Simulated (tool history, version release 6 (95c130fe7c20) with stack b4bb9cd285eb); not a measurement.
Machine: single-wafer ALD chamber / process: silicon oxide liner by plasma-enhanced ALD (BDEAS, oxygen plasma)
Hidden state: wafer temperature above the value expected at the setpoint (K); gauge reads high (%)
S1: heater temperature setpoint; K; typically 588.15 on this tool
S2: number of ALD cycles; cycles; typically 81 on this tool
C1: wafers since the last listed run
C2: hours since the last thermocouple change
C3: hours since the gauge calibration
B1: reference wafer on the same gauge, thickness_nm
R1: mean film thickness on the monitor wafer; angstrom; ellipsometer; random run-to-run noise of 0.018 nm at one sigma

Run 1, hour 0: usual settings but S1 579.15 K, S2 85 cycles; C1 0; C2 347.3; C3 251.7; B1 6.418. Result: R1 76.85 angstrom.
Run 2, hour 27.1: usual settings but S1 581.15 K; C1 128; C2 374.4; C3 278.8; B1 6.417. Result: R1 73.13 angstrom.
Run 3, hour 44.5: usual settings but S1 581.15 K; C1 82; C2 391.8; C3 296.2; B1 6.421. Result: R1 73.75 angstrom.
Run 4, hour 64: usual settings; C1 92; C2 411.3; C3 315.7; B1 6.422. Result: R1 72.85 angstrom.
Run 5, hour 87.7: usual settings; C1 112; C2 435; C3 339.4; B1 6.415. Result: R1 72.92 angstrom.
Run 6, hour 114.2: usual settings; C1 126; C2 461.5; C3 365.9; B1 6.421. Result: R1 72.5 angstrom.
Run 7, hour 134.4: usual settings; C1 96; C2 481.7; C3 386.1; B1 6.418. Result: R1 72.71 angstrom.
Run 8, hour 160.7: usual settings; C1 125; C2 508; C3 412.4; B1 6.418. Result: R1 72.61 angstrom.
Run 9, hour 173.9: usual settings but S2 93 cycles; C1 62; C2 521.2; C3 425.6; B1 6.42. Result: R1 83.58 angstrom.
Run 10, hour 227.6: usual settings but S2 93 cycles; C1 255; C2 574.9; C3 479.3; B1 6.415. Result: R1 83.02 angstrom.
Run 11, hour 248.1: usual settings; C1 97; C2 595.4; C3 499.8; B1 6.42. Result: R1 73.02 angstrom.
Run 12, hour 280.4: usual settings; C1 153; C2 627.7; C3 532.1; B1 6.419. Result: R1 72.71 angstrom.
Run 13, hour 299.1: usual settings; C1 88; C2 646.4; C3 550.8; B1 6.417. Result: R1 72.84 angstrom.
Run 14, hour 369.5: usual settings; C1 334; C2 716.8; C3 621.2; B1 6.422. Result: R1 72.65 angstrom.
Run 15, hour 396.6: usual settings but S2 69 cycles; C1 128; C2 743.9; C3 648.3; B1 6.419. Result: R1 62.26 angstrom.
Run 16, hour 415.1: usual settings; C1 87; C2 762.4; C3 666.8; B1 6.423. Result: R1 72.73 angstrom.
Run 17, hour 442.1: usual settings; C1 128; C2 789.4; C3 693.8; B1 6.423. Result: R1 73.3 angstrom.
Run 18, hour 468.2: usual settings; C1 124; C2 815.5; C3 719.9; B1 6.42. Result: R1 72.68 angstrom.
At hour 471.2: gauge calibrated.
Run 19, hour 483.2: usual settings but S1 584.15 K, S2 77 cycles; C1 71; C2 830.5; C3 12; B1 6.413. Result: R1 69.99 angstrom.
Run 20, hour 505.8: usual settings but S1 578.15 K, S2 85 cycles; C1 107; C2 853.1; C3 34.6; B1 6.42. Result: R1 77.62 angstrom.
Run 21, hour 528.4: usual settings but S1 592.15 K, S2 72 cycles; C1 107; C2 875.7; C3 57.2; B1 6.424. Result: R1 64.5 angstrom.
Run 22, hour 556.6: usual settings; C1 134; C2 903.9; C3 85.4; B1 6.426. Result: R1 73.27 angstrom.
Run 23, hour 578: usual settings but S1 579.15 K, S2 67 cycles; C1 101; C2 925.3; C3 106.8; B1 6.42. Result: R1 61.33 angstrom.
Run 24, hour 607.6: usual settings but S1 593.15 K, S2 94 cycles; C1 140; C2 954.9; C3 136.4; B1 6.418. Result: R1 84.3 angstrom.
Run 25, hour 624.7: usual settings but S1 582.15 K, S2 72 cycles; C1 81; C2 972; C3 153.5; B1 6.422. Result: R1 65.79 angstrom.
Run 26, hour 656.5: usual settings but S1 601.15 K, S2 89 cycles; C1 151; C2 1003.8; C3 185.3; B1 6.417. Result: R1 78.69 angstrom.
Run 27, hour 676.5: usual settings but S1 593.15 K, S2 86 cycles; C1 95; C2 1023.8; C3 205.3; B1 6.416. Result: R1 77.02 angstrom.
Run 28, hour 697.2: usual settings but S1 577.15 K; C1 98; C2 1044.5; C3 226; B1 6.425. Result: R1 75.07 angstrom.
At hour 728.4: thermocouple changed; heater temperature recalibrated.
Run 29, hour 770.8: usual settings but S1 597.15 K; C1 312; C2 42.4; C3 299.6; B1 6.414. Result: R1 71.78 angstrom.
Run 30, hour 797: usual settings but S1 582.15 K; C1 124; C2 68.6; C3 325.8; B1 6.417. Result: R1 73.38 angstrom.
Run 31, hour 824.7: usual settings; C1 131; C2 96.3; C3 353.5; B1 6.414. Result: R1 72.67 angstrom.
Run 32, hour 838.3: usual settings; C1 64; C2 109.9; C3 367.1; B1 6.421. Result: R1 72.6 angstrom.
Run 33, hour 863.9: usual settings but S1 599.15 K, S2 85 cycles; C1 121; C2 135.5; C3 392.7; B1 6.426. Result: R1 74.55 angstrom.
Run 34, hour 897.2: usual settings but S1 573.15 K, S2 75 cycles; C1 158; C2 168.8; C3 426; B1 6.421. Result: R1 68.86 angstrom.
Run 35, hour 924.7: usual settings; C1 130; C2 196.3; C3 453.5; B1 6.419. Result: R1 72.4 angstrom.
Run 36, hour 958: usual settings but S2 86 cycles; C1 158; C2 229.6; C3 486.8; B1 6.417. Result: R1 76.71 angstrom.
Run 37, hour 970.3: usual settings but S2 91 cycles; C1 58; C2 241.9; C3 499.1; B1 6.419. Result: R1 81.29 angstrom.

Exercise: give the hidden state of the tool at every run:
gauge reads high (%): 0 at every run
H1: wafer temperature above the value expected at the setpoint (K)
run      H1
  1  -0.335
  2  -0.422
  3  -0.481
  4  -0.551
  5   -0.64
  6  -0.746
  7  -0.831
  8  -0.947
  9   -1.01
 10   -1.27
 11   -1.38
 12   -1.55
 13   -1.66
 14   -2.09
 15   -2.26
 16   -2.39
 17   -2.57
 18   -2.76
 19   -2.87
 20   -3.04
 21   -3.21
 22   -3.44
 23   -3.61
 24   -3.86
 25   -4.01
 26   -4.29
 27   -4.47
 28   -4.66
 29   0.697
 30   0.684
 31   0.664
 32   0.652
 33   0.624
 34   0.578
 35   0.534
 36    0.47
 37   0.445
